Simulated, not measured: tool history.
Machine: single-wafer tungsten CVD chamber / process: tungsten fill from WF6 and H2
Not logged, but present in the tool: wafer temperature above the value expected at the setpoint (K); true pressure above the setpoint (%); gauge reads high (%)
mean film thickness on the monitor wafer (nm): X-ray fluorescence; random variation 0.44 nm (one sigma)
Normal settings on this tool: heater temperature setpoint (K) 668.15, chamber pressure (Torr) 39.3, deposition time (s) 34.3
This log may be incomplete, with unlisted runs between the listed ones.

run	hour	heater temperature setpoint (K)	chamber pressure (Torr)	deposition time (s)	wafers since the last listed run	hours since the last thermocouple change	hours since the last manometer calibration	hours since the showerhead was replaced	hours since the gauge calibration	read-back reference wafer on the same gauge, thickness_nm	mean film thickness on the monitor wafer (nm)
1	0	668.15	39.3	34.3	0	906.4	2028.1	5528.2	930	80.836	98.624
2	98.6	668.15	39.3	34.3	1887	1005	2126.7	5626.8	1028.6	80.846	98.303
3	159	668.15	32.6	34.3	1156	1065.4	2187.1	5687.2	1089	80.761	88.974
4	250.4	668.15	32.6	34.3	1749	1156.8	2278.5	5778.6	1180.4	80.787	88.107
5	337.7	668.15	39.3	34.3	1671	1244.1	2365.8	5865.9	1267.7	80.784	97.225
6	395.3	668.15	39.3	34.3	1102	1301.7	2423.4	5923.5	1325.3	80.958	98.913
7	473.8	668.15	39.3	34.3	1502	1380.2	2501.9	6002	1403.8	80.704	98.369
8	513.2	668.15	39.3	37.5	754	1419.6	2541.3	6041.4	1443.2	80.814	106.737
9	615.9	668.15	39.3	34.3	1966	1522.3	2644	6144.1	1545.9	80.799	97.753
10	652.4	668.15	39.3	34.3	698	1558.8	2680.5	6180.6	1582.4	80.786	98.237
# hour 653: gauge calibrated
# hour 732.3: capacitance manometer re-zeroed and calibrated
11	737	668.15	39.3	34.3	1466	1643.4	4.7	6265.2	84	80.751	101.824
# hour 749.9: showerhead replaced
# hour 762.3: thermocouple changed; heater temperature recalibrated
12	807.2	663.15	39.3	34.3	1037	44.9	74.9	57.3	154.2	80.738	86.068
13	908.4	655.15	43.1	34.3	1937	146.1	176.1	158.5	255.4	80.725	75.981
14	989.4	668.15	44.1	34.3	1550	227.1	257.1	239.5	336.4	80.755	102.663
15	1073.3	668.15	42.8	31.6	1606	311	341	323.4	420.3	80.784	93.474
16	1165.7	668.15	39.3	34.3	1769	403.4	433.4	415.8	512.7	80.624	97.694
17	1261.4	668.15	39.3	34.3	1832	499.1	529.1	511.5	608.4	80.813	98.225
18	1305.6	659.15	32.6	34.3	846	543.3	573.3	555.7	652.6	81	72.878
19	1505.7	668.15	39.3	34.3	3831	743.4	773.4	755.8	852.7	80.718	98.837
20	1608	668.15	48.4	28.7	1958	845.7	875.7	858.1	955	80.77	93.319

Below are 4 alternative next runs, each starting from the tool's condition after run 20. Predict each:
A	1608.4	668.15	39.3	34.3	7	846.1	876.1	858.5	955.4	?	?
B	1608.4	675.15	46.4	27.8	7	846.1	876.1	858.5	955.4	?	?
C	1608.4	679.15	48.6	39.6	7	846.1	876.1	858.5	955.4	?	?
D	1608.4	660.15	34.9	34.3	7	846.1	876.1	858.5	955.4	?	?

run	read-back reference wafer on the same gauge, thickness_nm	mean film thickness on the monitor wafer (nm)
A	80.853	98.531
B	80.853	100.665
C	80.853	159.285
D	80.853	77.529
The same runs, with their run-to-run variation unchanged, on a tool lacking any hidden condition would have given:
run	mean film thickness on the monitor wafer (nm)
A	94.857
B	97.141
C	153.789
D	74.48
